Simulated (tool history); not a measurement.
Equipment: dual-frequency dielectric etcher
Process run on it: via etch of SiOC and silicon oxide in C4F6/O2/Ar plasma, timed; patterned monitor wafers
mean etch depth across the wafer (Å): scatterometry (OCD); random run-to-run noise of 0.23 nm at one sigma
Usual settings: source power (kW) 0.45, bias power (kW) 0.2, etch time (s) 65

run     day  source power (kW)  bias power (kW)  etch time (s)  read-back reference wafer on the same gauge, depth_nm  mean etch depth across the wafer (Å)
  1       0               0.45              0.2             65                                                   68.1                                   798
  2   0.667               0.45              0.2             65                                                   68.1                                   801
  3   1.742               0.45             0.18             65                                                   68.1                                   775
  4   2.583               0.45             0.18             65                                                   68.1                                   770
  5   3.667               0.45             0.18             65                                                   68.2                                   768
  6   4.171               0.45              0.2             65                                                   68.2                                   796
      5.879  -- upper electrode replaced
      6.621  -- bias power generator calibrated
  7   7.417               0.51              0.2             71                                                   68.1                                   914
  8   8.596               0.45              0.2             65                                                   68.1                                   792
  9     9.6               0.45              0.2             65                                                     68                                   791
      10.25  -- gauge calibrated
 10  10.417               0.35            0.217           56.5                                                   68.1                                   629
 11  11.154               0.45            0.246           54.5                                                   68.1                                   702

Run 12 comes next. What will it give?
 12  11.717               0.54            0.177             65                                                      ?                                     ?

Run 12 measured read-back reference wafer on the same gauge, depth_nm 68.1, mean etch depth across the wafer (Å) 827.
On a tool with no hidden condition, and with the same random variation, this run would have come out at mean etch depth across the wafer (Å) 843.
